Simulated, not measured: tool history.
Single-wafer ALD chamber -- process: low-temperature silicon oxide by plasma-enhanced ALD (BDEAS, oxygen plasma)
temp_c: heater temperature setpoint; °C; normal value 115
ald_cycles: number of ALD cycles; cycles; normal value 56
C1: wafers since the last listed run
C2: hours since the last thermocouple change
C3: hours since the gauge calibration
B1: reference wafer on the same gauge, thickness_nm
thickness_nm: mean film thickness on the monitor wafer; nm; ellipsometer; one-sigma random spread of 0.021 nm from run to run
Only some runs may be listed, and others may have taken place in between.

{"run": 1, "hour": 0.0, "temp_c": 103, "ald_cycles": 56, "C1": 0, "C2": 1870.3, "C3": 108.2, "B1": 8.048, "thickness_nm": 8.578}
{"run": 2, "hour": 105.6, "temp_c": 103, "ald_cycles": 56, "C1": 704, "C2": 1975.9, "C3": 213.8, "B1": 8.024, "thickness_nm": 8.572}
{"run": 3, "hour": 175.4, "temp_c": 115, "ald_cycles": 56, "C1": 465, "C2": 2045.7, "C3": 283.6, "B1": 8.022, "thickness_nm": 8.325}
{"run": 4, "hour": 219.2, "temp_c": 115, "ald_cycles": 56, "C1": 292, "C2": 2089.5, "C3": 327.4, "B1": 8.018, "thickness_nm": 8.37}
{"run": 5, "hour": 427.5, "temp_c": 115, "ald_cycles": 56, "C1": 1389, "C2": 2297.8, "C3": 535.7, "B1": 7.988, "thickness_nm": 8.303}
{"run": 6, "hour": 460.7, "temp_c": 112, "ald_cycles": 56, "C1": 221, "C2": 2331.0, "C3": 568.9, "B1": 7.981, "thickness_nm": 8.371}
{"run": 7, "hour": 526.7, "temp_c": 112, "ald_cycles": 56, "C1": 440, "C2": 2397.0, "C3": 634.9, "B1": 7.974, "thickness_nm": 8.353}
{"run": 8, "hour": 574.9, "temp_c": 112, "ald_cycles": 56, "C1": 321, "C2": 2445.2, "C3": 683.1, "B1": 7.972, "thickness_nm": 8.327}
{"run": 9, "hour": 616.5, "temp_c": 127, "ald_cycles": 56, "C1": 277, "C2": 2486.8, "C3": 724.7, "B1": 7.961, "thickness_nm": 8.099}
{"run": 10, "hour": 659.9, "temp_c": 115, "ald_cycles": 65, "C1": 289, "C2": 2530.2, "C3": 768.1, "B1": 7.957, "thickness_nm": 9.611}
{"run": 11, "hour": 688.7, "temp_c": 115, "ald_cycles": 65, "C1": 192, "C2": 2559.0, "C3": 796.9, "B1": 7.953, "thickness_nm": 9.58}
{"run": 12, "hour": 768.6, "temp_c": 115, "ald_cycles": 65, "C1": 532, "C2": 2638.9, "C3": 876.8, "B1": 7.94, "thickness_nm": 9.583}
{"run": 13, "hour": 807.6, "temp_c": 115, "ald_cycles": 56, "C1": 260, "C2": 2677.9, "C3": 915.8, "B1": 7.937, "thickness_nm": 8.268}
{"run": 14, "hour": 847.2, "temp_c": 115, "ald_cycles": 56, "C1": 264, "C2": 2717.5, "C3": 955.4, "B1": 7.93, "thickness_nm": 8.286}
{"run": 15, "hour": 892.2, "temp_c": 127, "ald_cycles": 56, "C1": 300, "C2": 2762.5, "C3": 1000.4, "B1": 7.922, "thickness_nm": 8.027}
{"run": 16, "hour": 936.2, "temp_c": 105, "ald_cycles": 60, "C1": 293, "C2": 2806.5, "C3": 1044.4, "B1": 7.923, "thickness_nm": 9.047}
{"run": 17, "hour": 986.1, "temp_c": 115, "ald_cycles": 48, "C1": 332, "C2": 2856.4, "C3": 1094.3, "B1": 7.911, "thickness_nm": 7.085}
{"hour": 987.6, "done": "gauge calibrated"}
{"run": 18, "hour": 1049.4, "temp_c": 126, "ald_cycles": 56, "C1": 422, "C2": 2919.7, "C3": 61.8, "B1": 8.055, "thickness_nm": 8.233}
{"run": 19, "hour": 1097.4, "temp_c": 126, "ald_cycles": 62, "C1": 320, "C2": 2967.7, "C3": 109.8, "B1": 8.051, "thickness_nm": 9.039}
{"run": 20, "hour": 1122.2, "temp_c": 122, "ald_cycles": 52, "C1": 165, "C2": 2992.5, "C3": 134.6, "B1": 8.045, "thickness_nm": 7.67}
{"hour": 1130.6, "done": "thermocouple changed; heater temperature recalibrated"}
{"run": 21, "hour": 1193.4, "temp_c": 115, "ald_cycles": 56, "C1": 421, "C2": 62.8, "C3": 205.8, "B1": 8.032, "thickness_nm": 8.354}
{"run": 22, "hour": 1239.0, "temp_c": 115, "ald_cycles": 45, "C1": 304, "C2": 108.4, "C3": 251.4, "B1": 8.031, "thickness_nm": 6.758}
{"run": 23, "hour": 1280.6, "temp_c": 104, "ald_cycles": 56, "C1": 277, "C2": 150.0, "C3": 293.0, "B1": 8.02, "thickness_nm": 8.527}
{"run": 24, "hour": 1349.5, "temp_c": 106, "ald_cycles": 45, "C1": 459, "C2": 218.9, "C3": 361.9, "B1": 8.013, "thickness_nm": 6.858}
{"run": 25, "hour": 1390.8, "temp_c": 109, "ald_cycles": 53, "C1": 275, "C2": 260.2, "C3": 403.2, "B1": 8.009, "thickness_nm": 8.006}
{"run": 26, "hour": 1419.6, "temp_c": 127, "ald_cycles": 49, "C1": 192, "C2": 289.0, "C3": 432.0, "B1": 7.998, "thickness_nm": 7.116}
{"run": 27, "hour": 1473.8, "temp_c": 129, "ald_cycles": 52, "C1": 361, "C2": 343.2, "C3": 486.2, "B1": 7.997, "thickness_nm": 7.476}
{"run": 28, "hour": 1520.1, "temp_c": 109, "ald_cycles": 49, "C1": 308, "C2": 389.5, "C3": 532.5, "B1": 7.986, "thickness_nm": 7.391}
{"run": 29, "hour": 1561.3, "temp_c": 112, "ald_cycles": 56, "C1": 274, "C2": 430.7, "C3": 573.7, "B1": 7.985, "thickness_nm": 8.386}

Hidden state or all else? Some run-to-run changes of thickness_nm, split into what the settings, what came in and random variation would give without the hidden state, and what is left for the hidden state (with any gauge scatter that isn't in both results):
Unlogged tool condition in this case: wafer temperature above the value expected at the setpoint (K); gauge reads high (%).
Run 4 -> 5: settings left as they were, no log entry in between. thickness_nm -0.067 nm: hidden state -0.027, all else -0.040.
Run 16 -> 17: temp_c 105 -> 115, ald_cycles 60 -> 48. thickness_nm -1.962 nm: hidden state +0.025, all else -1.987.
Run 17 -> 18: temp_c 115 -> 126, ald_cycles 48 -> 56, gauge calibrated. thickness_nm +1.148 nm: hidden state +0.124, all else +1.024.
Run 22 -> 23: temp_c 115 -> 104, ald_cycles 45 -> 56. thickness_nm +1.769 nm: hidden state -0.011, all else +1.780.
